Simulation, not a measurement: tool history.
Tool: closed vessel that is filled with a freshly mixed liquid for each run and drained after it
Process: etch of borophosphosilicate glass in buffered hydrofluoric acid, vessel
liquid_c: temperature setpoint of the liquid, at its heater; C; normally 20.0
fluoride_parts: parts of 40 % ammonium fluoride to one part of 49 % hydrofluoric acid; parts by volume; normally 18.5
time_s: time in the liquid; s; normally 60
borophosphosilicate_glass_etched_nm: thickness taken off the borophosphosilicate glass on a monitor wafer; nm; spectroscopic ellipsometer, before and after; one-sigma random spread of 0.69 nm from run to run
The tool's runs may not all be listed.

run	hour	liquid_c	fluoride_parts	time_s	wafers since the last listed run	hours since the thermometer was replaced	hours since the hydrofluoric acid flow meter was replaced	hours since the gauge calibration	read-back film thickness of the borophosphosilicate glass reference wafer, read on the same gauge (nm)	borophosphosilicate_glass_etched_nm
1	0.0	18.0	18.5	60	0	786.9	782.5	492.9	40.00	77.58
# hour 28.6: hydrofluoric acid flow meter replaced
2	48.6	18.0	18.5	60	4945	835.5	20.0	541.5	40.00	77.07
3	58.0	20.0	18.5	60	976	844.9	29.4	550.9	39.99	86.63
4	72.3	20.0	18.5	60	1485	859.2	43.7	565.2	40.05	86.02
5	80.7	20.0	18.5	60	872	867.6	52.1	573.6	39.99	86.71
6	95.9	21.0	22.5	60	1579	882.8	67.3	588.8	40.00	77.69
7	104.4	18.5	18.5	60	883	891.3	75.8	597.3	39.99	78.83
8	113.9	18.5	18.5	60	987	900.8	85.3	606.8	40.00	78.61
9	131.4	18.5	18.5	60	1818	918.3	102.8	624.3	39.98	79.17
# hour 136.9: gauge calibrated
10	146.8	20.0	16.5	60	1600	933.7	118.2	9.9	40.02	95.42
11	164.0	20.0	15.5	95	1787	950.9	135.4	27.1	40.02	159.98
12	172.8	20.0	18.5	80	914	959.7	144.2	35.9	39.98	115.21
13	190.6	22.0	18.5	60	1849	977.5	162.0	53.7	40.03	95.77
14	201.3	23.5	16.0	90	1111	988.2	172.7	64.4	39.97	179.73
15	217.6	20.0	12.0	60	1693	1004.5	189.0	80.7	40.03	132.77
16	240.4	20.0	16.0	60	2368	1027.3	211.8	103.5	40.01	100.86
# hour 246.4: thermometer replaced
17	250.4	23.5	15.0	60	935	4.0	221.8	113.5	40.01	130.69
18	261.0	17.0	18.5	40	1101	14.6	232.4	124.1	39.98	48.87
19	269.2	20.0	18.5	35	851	22.8	240.6	132.3	40.00	50.32
20	284.0	24.0	25.5	30	1537	37.6	255.4	147.1	39.99	42.09
21	300.5	20.0	18.5	70	1714	54.1	271.9	163.6	40.01	101.10
22	313.2	17.0	22.5	30	1319	66.8	284.6	176.3	40.00	31.09
23	323.2	20.0	18.5	60	1038	76.8	294.6	186.3	40.00	85.71
24	335.5	20.0	18.5	60	1277	89.1	306.9	198.6	40.00	86.71
25	346.7	17.0	25.5	75	1163	100.3	318.1	209.8	39.98	71.44
26	355.5	20.0	16.5	45	914	109.1	326.9	218.6	39.95	72.62
27	364.1	23.0	15.0	50	893	117.7	335.5	227.2	40.02	104.77
28	395.5	20.0	18.5	60	3262	149.1	366.9	258.6	40.04	84.80
29	405.4	24.5	18.5	60	1028	159.0	376.8	268.5	40.01	109.35
30	413.7	25.0	18.5	60	862	167.3	385.1	276.8	40.01	112.89
31	424.8	20.0	18.5	60	1153	178.4	396.2	287.9	40.03	85.98
32	431.0	24.5	14.0	80	644	184.6	402.4	294.1	39.99	193.92

Predict each of these 4 candidate next runs independently; none follows another, all start after run 32:
A	431.7	17.5	18.5	60	72	185.3	403.1	294.8	?	?
B	431.7	21.5	18.5	50	72	185.3	403.1	294.8	?	?
C	431.7	17.5	18.5	75	72	185.3	403.1	294.8	?	?
D	431.7	25.0	12.5	75	72	185.3	403.1	294.8	?	?

run	read-back film thickness of the borophosphosilicate glass reference wafer, read on the same gauge (nm)	borophosphosilicate_glass_etched_nm
A	40.01	74.11
B	40.01	77.17
C	40.01	92.64
D	40.01	206.16
The same runs, with their run-to-run variation unchanged, on a tool lacking any hidden condition would have given:
run	borophosphosilicate_glass_etched_nm
A	74.11
B	77.17
C	92.64
D	206.16
